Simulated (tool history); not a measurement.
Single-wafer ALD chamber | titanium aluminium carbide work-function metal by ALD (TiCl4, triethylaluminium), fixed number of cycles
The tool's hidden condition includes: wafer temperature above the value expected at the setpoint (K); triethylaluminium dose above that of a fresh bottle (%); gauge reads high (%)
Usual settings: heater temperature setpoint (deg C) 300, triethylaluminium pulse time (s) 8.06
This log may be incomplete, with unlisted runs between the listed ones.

run    hour  heater temperature setpoint (deg C)  triethylaluminium pulse time (s)  wafers since the last listed run  hours since the last thermocouple change  hours since the last triethylaluminium bottle change  hours since the showerhead was replaced  hours since the gauge calibration  read-back reference wafer on the same gauge, thickness_nm  mean film thickness on the monitor wafer (Å)
  1       0                                  300                              8.06                                 0                                      1816                                                 568.6                                   3790.4                              195.7                                                      2.178                                         19.39
       29.8  -- triethylaluminium bottle replaced
  2      55                                  300                              8.06                               563                                      1871                                                  25.2                                   3845.4                              250.7                                                      2.176                                         20.09
  3   106.1                                  300                              8.06                               612                                    1922.1                                                  76.3                                   3896.5                              301.8                                                      2.181                                         19.88
  4     137                                  300                              6.82                               370                                      1953                                                 107.2                                   3927.4                              332.7                                                      2.179                                         18.61
  5   326.2                                  300                              5.48                              2266                                    2142.2                                                 296.4                                   4116.6                              521.9                                                      2.177                                            16
  6   380.2                                  300                              8.06                               646                                    2196.2                                                 350.4                                   4170.6                              575.9                                                      2.184                                         19.38
  7   440.9                                  300                              8.06                               727                                    2256.9                                                 411.1                                   4231.3                              636.6                                                      2.183                                         19.36
  8   489.2                                  300                              8.06                               578                                    2305.2                                                 459.4                                   4279.6                              684.9                                                      2.178                                         19.18
  9   542.8                                  300                              8.06                               642                                    2358.8                                                   513                                   4333.2                              738.5                                                      2.179                                         19.31
      600.4  -- thermocouple changed; heater temperature recalibrated
 10   600.9                                  300                              8.06                               600                                       0.5                                                 571.1                                   4391.3                              796.6                                                      2.179                                          18.9
 11     666                                  293                              8.06                               779                                      65.6                                                 636.2                                   4456.4                              861.7                                                       2.18                                         18.26
 12   694.5                                  293                              8.06                               341                                      94.1                                                 664.7                                   4484.9                              890.2                                                       2.18                                         18.17
      718.4  -- triethylaluminium bottle replaced
 13   723.9                                  300                              8.06                               256                                     123.5                                                   5.5                                   4514.3                              919.6                                                       2.18                                         19.79
 14   781.5                                  295                              7.25                               690                                     181.1                                                  63.1                                   4571.9                              977.2                                                      2.183                                         18.63
 15   811.8                                  295                             10.47                               362                                     211.4                                                  93.4                                   4602.2                             1007.5                                                      2.182                                         20.22
 16   837.7                                  300                              8.06                               310                                     237.3                                                 119.3                                   4628.1                             1033.4                                                      2.181                                         19.51
 17     906                                  296                               7.1                               818                                     305.6                                                 187.6                                   4696.4                             1101.7                                                      2.177                                         18.11
        909  -- gauge calibrated
 18   969.8                                  300                              8.06                               764                                     369.4                                                 251.4                                   4760.2                               60.8                                                      2.183                                         19.21
 19  1021.2                                  300                              8.06                               615                                     420.8                                                 302.8                                   4811.6                              112.2                                                      2.178                                         19.23
 20  1069.3                                  307                             10.59                               576                                     468.9                                                 350.9                                   4859.7                              160.3                                                      2.181                                         20.89
 21  1124.5                                  292                              5.07                               661                                     524.1                                                 406.1                                   4914.9                              215.5                                                      2.177                                         14.49
     1165.6  -- showerhead replaced
 22  1166.1                                  288                             10.75                               402                                     565.7                                                 447.7                                      0.5                              257.1                                                      2.183                                         19.51
 23  1214.2                                  300                              9.84                               576                                     613.8                                                 495.8                                     48.6                              305.2                                                       2.18                                         20.06
 24  1273.4                                  295                             10.47                               709                                       673                                                   555                                    107.8                              364.4                                                      2.183                                         19.99
 25  1324.1                                  307                              5.58                               607                                     723.7                                                 605.7                                    158.5                              415.1                                                      2.178                                         16.19
     1334.2  -- triethylaluminium bottle replaced
 26  1381.2                                  287                              7.01                               588                                     780.8                                                    47                                    215.6                              472.2                                                      2.182                                            18
 27  1567.3                                  313                              5.34                              2229                                     966.9                                                 233.1                                    401.7                              658.3                                                      2.178                                         16.54
 28  1631.9                                  300                              9.84                               773                                    1031.5                                                 297.7                                    466.3                              722.9                                                      2.182                                         20.33
 29  1671.1                                  300                              8.06                               469                                    1070.7                                                 336.9                                    505.5                              762.1                                                      2.178                                         19.32
 30  1731.8                                  311                               9.1                               727                                    1131.4                                                 397.6                                    566.2                              822.8                                                      2.179                                         20.73
 31  1779.8                                  300                              8.06                               575                                    1179.4                                                 445.6                                    614.2                              870.8                                                      2.179                                         19.01
 32  1822.8                                  288                              5.54                               515                                    1222.4                                                 488.6                                    657.2                              913.8                                                      2.179                                         15.07

What if the next run were any one of these 5? Each begins from the tool's condition after run 32:
  A  1823.2                                  300                             10.11                                 4                                    1222.8                                                   489                                    657.6                              914.2                                                          ?                                             ?
  B  1823.2                                  311                             10.87                                 4                                    1222.8                                                   489                                    657.6                              914.2                                                          ?                                             ?
  C  1823.2                                  300                                10                                 4                                    1222.8                                                   489                                    657.6                              914.2                                                          ?                                             ?
  D  1823.2                                  296                              8.06                                 4                                    1222.8                                                   489                                    657.6                              914.2                                                          ?                                             ?
  E  1823.2                                  286                              6.23                                 4                                    1222.8                                                   489                                    657.6                              914.2                                                          ?                                             ?

run  read-back reference wafer on the same gauge, thickness_nm  mean film thickness on the monitor wafer (Å)
  A                                                      2.184                                         20.28
  B                                                      2.184                                         21.42
  C                                                      2.184                                         20.23
  D                                                      2.184                                         18.76
  E                                                      2.184                                         16.05
With no hidden state in the tool, these same runs would have given:
run  mean film thickness on the monitor wafer (Å)
  A                                         20.62
  B                                         21.65
  C                                         20.59
  D                                         19.54
  E                                         17.29
